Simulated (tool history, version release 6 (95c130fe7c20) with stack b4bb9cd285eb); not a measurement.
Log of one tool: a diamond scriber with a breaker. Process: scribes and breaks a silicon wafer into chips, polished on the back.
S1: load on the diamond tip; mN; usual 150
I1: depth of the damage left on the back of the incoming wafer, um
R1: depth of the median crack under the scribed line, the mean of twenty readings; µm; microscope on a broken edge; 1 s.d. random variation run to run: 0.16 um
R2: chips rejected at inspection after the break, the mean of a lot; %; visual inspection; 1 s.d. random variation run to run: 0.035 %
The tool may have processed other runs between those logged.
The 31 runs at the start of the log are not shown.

Run 32, day 15.529: usual settings but S1 162 mN; I1 0.04. Result: R1 16.67 µm, R2 1.19 %.
At day 15.804: load on the tip recalibrated.
Run 33, day 16.062: usual settings but S1 123 mN; I1 0.04. Result: R1 14.70 µm, R2 0.90 %.
Run 34, day 16.779: usual settings; I1 0.03. Result: R1 15.95 µm, R2 0.48 %.
Run 35, day 17.083: usual settings; I1 0.03. Result: R1 15.83 µm, R2 0.61 %.
Run 36, day 17.446: usual settings; I1 0.03. Result: R1 15.55 µm, R2 0.52 %.
Run 37, day 17.738: usual settings; I1 0.03. Result: R1 15.79 µm, R2 0.61 %.
Run 38, day 18.488: usual settings but S1 165 mN; I1 0.03. Result: R1 16.76 µm, R2 0.96 %.
Run 39, day 19.092: usual settings but S1 125 mN; I1 0.04. Result: R1 14.37 µm, R2 0.81 %.
Run 40, day 19.817: usual settings but S1 183 mN; I1 0.01. Result: R1 17.36 µm, R2 1.88 %.

Forecast run 41:
Run 41, day 20.475: usual settings but S1 131 mN; I1 0.01. Result: R1 ?, R2 ?.

Run 41 gave R1 14.82 µm, R2 0.73 %.
Without the tool's hidden state the same run would have given R1 14.46 µm, R2 0.98 %.
